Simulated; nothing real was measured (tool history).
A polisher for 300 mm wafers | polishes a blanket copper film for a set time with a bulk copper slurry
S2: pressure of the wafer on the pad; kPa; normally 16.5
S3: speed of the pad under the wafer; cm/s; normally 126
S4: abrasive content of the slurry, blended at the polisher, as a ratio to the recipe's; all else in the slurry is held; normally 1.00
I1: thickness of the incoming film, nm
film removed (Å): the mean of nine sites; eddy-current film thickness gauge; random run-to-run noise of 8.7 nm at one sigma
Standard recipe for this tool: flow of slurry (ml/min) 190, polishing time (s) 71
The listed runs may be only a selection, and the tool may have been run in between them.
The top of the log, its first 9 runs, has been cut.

{"run": 10, "day": 19.608, "flow of slurry (ml/min)": 190, "S2": 19.3, "S3": 126, "S4": 1.0, "polishing time (s)": 71, "I1": 2567.3, "film removed (Å)": 6861}
{"day": 22.271, "done": "slurry blender recalibrated"}
{"run": 11, "day": 23.754, "flow of slurry (ml/min)": 190, "S2": 19.3, "S3": 126, "S4": 1.0, "polishing time (s)": 71, "I1": 2573.8, "film removed (Å)": 6894}
{"run": 12, "day": 25.971, "flow of slurry (ml/min)": 190, "S2": 16.5, "S3": 126, "S4": 1.0, "polishing time (s)": 71, "I1": 2542.9, "film removed (Å)": 6311}
{"run": 13, "day": 27.329, "flow of slurry (ml/min)": 215, "S2": 16.5, "S3": 126, "S4": 1.0, "polishing time (s)": 58, "I1": 2515.2, "film removed (Å)": 5268}
{"day": 29.512, "done": "worn pad replaced by a new one"}
{"run": 14, "day": 29.629, "flow of slurry (ml/min)": 190, "S2": 16.5, "S3": 126, "S4": 1.0, "polishing time (s)": 71, "I1": 2536.9, "film removed (Å)": 6153}
{"run": 15, "day": 31.662, "flow of slurry (ml/min)": 190, "S2": 16.5, "S3": 106, "S4": 1.0, "polishing time (s)": 59, "I1": 2526.7, "film removed (Å)": 4869}
{"run": 16, "day": 34.462, "flow of slurry (ml/min)": 170, "S2": 16.5, "S3": 86, "S4": 1.3, "polishing time (s)": 71, "I1": 2597.8, "film removed (Å)": 5089}
{"run": 17, "day": 36.271, "flow of slurry (ml/min)": 165, "S2": 21.4, "S3": 126, "S4": 1.0, "polishing time (s)": 71, "I1": 2530.2, "film removed (Å)": 7511}
{"day": 37.892, "done": "slurry blender recalibrated"}
{"run": 18, "day": 37.912, "flow of slurry (ml/min)": 190, "S2": 16.5, "S3": 126, "S4": 1.0, "polishing time (s)": 71, "I1": 2528.8, "film removed (Å)": 6421}
{"run": 19, "day": 38.929, "flow of slurry (ml/min)": 170, "S2": 16.5, "S3": 126, "S4": 1.0, "polishing time (s)": 78, "I1": 2523.0, "film removed (Å)": 6807}
{"run": 20, "day": 40.221, "flow of slurry (ml/min)": 190, "S2": 16.5, "S3": 126, "S4": 1.0, "polishing time (s)": 71, "I1": 2567.0, "film removed (Å)": 6532}
{"run": 21, "day": 42.833, "flow of slurry (ml/min)": 190, "S2": 16.5, "S3": 126, "S4": 1.0, "polishing time (s)": 71, "I1": 2532.6, "film removed (Å)": 6652}
{"run": 22, "day": 44.8, "flow of slurry (ml/min)": 190, "S2": 18.6, "S3": 158, "S4": 1.0, "polishing time (s)": 58, "I1": 2515.5, "film removed (Å)": 6706}
{"day": 46.408, "done": "slurry nozzle cleaned"}
{"day": 46.629, "done": "worn pad replaced by a new one"}
{"run": 23, "day": 47.2, "flow of slurry (ml/min)": 190, "S2": 16.5, "S3": 126, "S4": 1.0, "polishing time (s)": 71, "I1": 2559.1, "film removed (Å)": 6683}
{"run": 24, "day": 48.538, "flow of slurry (ml/min)": 190, "S2": 21.4, "S3": 108, "S4": 1.0, "polishing time (s)": 78, "I1": 2517.2, "film removed (Å)": 7731}
{"run": 25, "day": 50.35, "flow of slurry (ml/min)": 190, "S2": 16.5, "S3": 126, "S4": 1.0, "polishing time (s)": 71, "I1": 2530.7, "film removed (Å)": 6770}
{"day": 51.046, "done": "head pressure recalibrated"}
{"day": 51.521, "done": "slurry blender recalibrated"}
{"run": 26, "day": 52.512, "flow of slurry (ml/min)": 190, "S2": 21.4, "S3": 126, "S4": 1.0, "polishing time (s)": 71, "I1": 2560.1, "film removed (Å)": 7598}
{"run": 27, "day": 54.046, "flow of slurry (ml/min)": 190, "S2": 16.5, "S3": 126, "S4": 1.0, "polishing time (s)": 71, "I1": 2559.4, "film removed (Å)": 6227}
{"run": 28, "day": 56.8, "flow of slurry (ml/min)": 190, "S2": 20.7, "S3": 144, "S4": 1.0, "polishing time (s)": 51, "I1": 2562.6, "film removed (Å)": 5667}
{"run": 29, "day": 58.554, "flow of slurry (ml/min)": 145, "S2": 20.7, "S3": 126, "S4": 1.0, "polishing time (s)": 71, "I1": 2506.8, "film removed (Å)": 7032}
{"run": 30, "day": 59.838, "flow of slurry (ml/min)": 190, "S2": 13.1, "S3": 126, "S4": 1.0, "polishing time (s)": 77, "I1": 2595.5, "film removed (Å)": 6049}
{"day": 62.504, "done": "worn pad replaced by a new one"}
{"run": 31, "day": 62.567, "flow of slurry (ml/min)": 135, "S2": 16.5, "S3": 108, "S4": 1.0, "polishing time (s)": 71, "I1": 2501.0, "film removed (Å)": 5505}

Below are 3 alternative next runs, each starting from the tool's condition after run 31. Predict each:
{"run": "A", "day": 62.583, "flow of slurry (ml/min)": 190, "S2": 16.5, "S3": 126, "S4": 1.0, "polishing time (s)": 92, "I1": 2525.8, "film removed (Å)": "?"}
{"run": "B", "day": 62.583, "flow of slurry (ml/min)": 190, "S2": 12.4, "S3": 126, "S4": 1.0, "polishing time (s)": 94, "I1": 2525.8, "film removed (Å)": "?"}
{"run": "C", "day": 62.583, "flow of slurry (ml/min)": 190, "S2": 20.0, "S3": 126, "S4": 1.0, "polishing time (s)": 78, "I1": 2525.8, "film removed (Å)": "?"}

run=A film_removed_(Å)=8049
run=B film_removed_(Å)=6991
run=C film_removed_(Å)=7678
What these runs would have given with no unlogged condition in the tool:
run=A film_removed_(Å)=7993
run=B film_removed_(Å)=6942
run=C film_removed_(Å)=7624

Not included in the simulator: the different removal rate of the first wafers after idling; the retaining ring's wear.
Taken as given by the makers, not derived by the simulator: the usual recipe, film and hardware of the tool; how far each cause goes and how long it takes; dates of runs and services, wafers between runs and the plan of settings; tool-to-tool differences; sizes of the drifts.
